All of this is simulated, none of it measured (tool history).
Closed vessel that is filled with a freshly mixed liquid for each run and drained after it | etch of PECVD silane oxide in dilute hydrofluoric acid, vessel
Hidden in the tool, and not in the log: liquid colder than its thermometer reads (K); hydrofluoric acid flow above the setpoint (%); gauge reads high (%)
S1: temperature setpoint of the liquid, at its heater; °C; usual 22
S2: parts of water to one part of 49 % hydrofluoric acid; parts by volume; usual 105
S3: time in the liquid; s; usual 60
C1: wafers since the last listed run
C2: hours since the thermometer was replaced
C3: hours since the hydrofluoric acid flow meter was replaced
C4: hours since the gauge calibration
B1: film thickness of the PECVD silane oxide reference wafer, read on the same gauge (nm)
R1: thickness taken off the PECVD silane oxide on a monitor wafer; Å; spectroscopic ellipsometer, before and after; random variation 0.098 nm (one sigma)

run 1 day=0 | S1=19 S2=105 S3=60 | C1=0 C2=2155.6 C3=1210.8 C4=355.6 | B1=120.02 | R1=184.1
run 2 day=0.883 | S1=19 S2=105 S3=60 | C1=1953 C2=2176.8 C3=1232 C4=376.8 | B1=120 | R1=186
run 3 day=1.404 | S1=20 S2=105 S3=60 | C1=1151 C2=2189.3 C3=1244.5 C4=389.3 | B1=119.96 | R1=194.4
-- day=1.475 gauge calibrated
run 4 day=2.383 | S1=20 S2=105 S3=60 | C1=2165 C2=2212.8 C3=1268 C4=21.8 | B1=120.02 | R1=192.3
run 5 day=3.604 | S1=22 S2=105 S3=50 | C1=2699 C2=2242.1 C3=1297.3 C4=51.1 | B1=119.97 | R1=174.9
run 6 day=4.996 | S1=22 S2=105 S3=60 | C1=3077 C2=2275.5 C3=1330.7 C4=84.5 | B1=120.02 | R1=208.7
run 7 day=6.288 | S1=22 S2=105 S3=60 | C1=2856 C2=2306.5 C3=1361.7 C4=115.5 | B1=119.98 | R1=209.3
-- day=7.196 hydrofluoric acid flow meter replaced
run 8 day=7.729 | S1=22 S2=105 S3=60 | C1=3096 C2=2341.1 C3=12.8 C4=150.1 | B1=120 | R1=197.8
run 9 day=9.029 | S1=22 S2=75 S3=60 | C1=2874 C2=2372.3 C3=44 C4=181.3 | B1=119.99 | R1=285
run 10 day=9.629 | S1=22 S2=75 S3=60 | C1=1326 C2=2386.7 C3=58.4 C4=195.7 | B1=120.03 | R1=285.4
run 11 day=10.371 | S1=22 S2=75 S3=60 | C1=1640 C2=2404.5 C3=76.2 C4=213.5 | B1=120.01 | R1=285.5
run 12 day=11.338 | S1=26.5 S2=105 S3=60 | C1=2137 C2=2427.7 C3=99.4 C4=236.7 | B1=120 | R1=236.4
run 13 day=12.454 | S1=20 S2=120 S3=45 | C1=2469 C2=2454.5 C3=126.2 C4=263.5 | B1=120.02 | R1=117.7
run 14 day=13.233 | S1=22 S2=120 S3=60 | C1=1723 C2=2473.2 C3=144.9 C4=282.2 | B1=120 | R1=169.7
run 15 day=14.15 | S1=24.5 S2=105 S3=60 | C1=2027 C2=2495.2 C3=166.9 C4=304.2 | B1=120.01 | R1=217.1
-- day=14.412 thermometer replaced
run 16 day=17.792 | S1=23.5 S2=140 S3=60 | C1=7961 C2=81.1 C3=254.3 C4=391.6 | B1=120.02 | R1=168.5
-- day=18.717 gauge calibrated
run 17 day=19.817 | S1=18 S2=145 S3=60 | C1=4478 C2=129.7 C3=302.9 C4=26.4 | B1=120.04 | R1=130.8
run 18 day=20.388 | S1=24 S2=150 S3=60 | C1=1262 C2=143.4 C3=316.6 C4=40.1 | B1=119.99 | R1=159
run 19 day=21.158 | S1=22 S2=105 S3=60 | C1=1704 C2=161.9 C3=335.1 C4=58.6 | B1=120.01 | R1=220.3
run 20 day=21.788 | S1=25.5 S2=105 S3=60 | C1=1391 C2=177 C3=350.2 C4=73.7 | B1=120 | R1=254.9
run 21 day=22.554 | S1=26 S2=105 S3=70 | C1=1695 C2=195.4 C3=368.6 C4=92.1 | B1=120.05 | R1=303.4
run 22 day=23.171 | S1=19 S2=105 S3=50 | C1=1363 C2=210.2 C3=383.4 C4=106.9 | B1=120 | R1=163
run 23 day=23.692 | S1=22 S2=105 S3=60 | C1=1151 C2=222.7 C3=395.9 C4=119.4 | B1=120.02 | R1=221.6

5 ways to go on from here, each from the tool as it stands after run 23. What would each give?
run A day=23.721 | S1=22 S2=85 S3=60 | C1=64 C2=223.4 C3=396.6 C4=120.1 | B1=? | R1=?
run B day=23.721 | S1=18 S2=75 S3=30 | C1=64 C2=223.4 C3=396.6 C4=120.1 | B1=? | R1=?
run C day=23.721 | S1=22 S2=155 S3=90 | C1=64 C2=223.4 C3=396.6 C4=120.1 | B1=? | R1=?
run D day=23.721 | S1=17 S2=105 S3=85 | C1=64 C2=223.4 C3=396.6 C4=120.1 | B1=? | R1=?
run E day=23.721 | S1=22 S2=150 S3=75 | C1=64 C2=223.4 C3=396.6 C4=120.1 | B1=? | R1=?

run=A B1=120.01 R1=278.5
run=B B1=120.01 R1=135
run=C B1=120.01 R1=212.1
run=D B1=120.01 R1=253.9
run=E B1=120.01 R1=183.6
Without the tool's hidden state the same runs would have given:
run=A R1=275.1
run=B R1=133.5
run=C R1=209
run=D R1=250.9
run=E R1=180.9

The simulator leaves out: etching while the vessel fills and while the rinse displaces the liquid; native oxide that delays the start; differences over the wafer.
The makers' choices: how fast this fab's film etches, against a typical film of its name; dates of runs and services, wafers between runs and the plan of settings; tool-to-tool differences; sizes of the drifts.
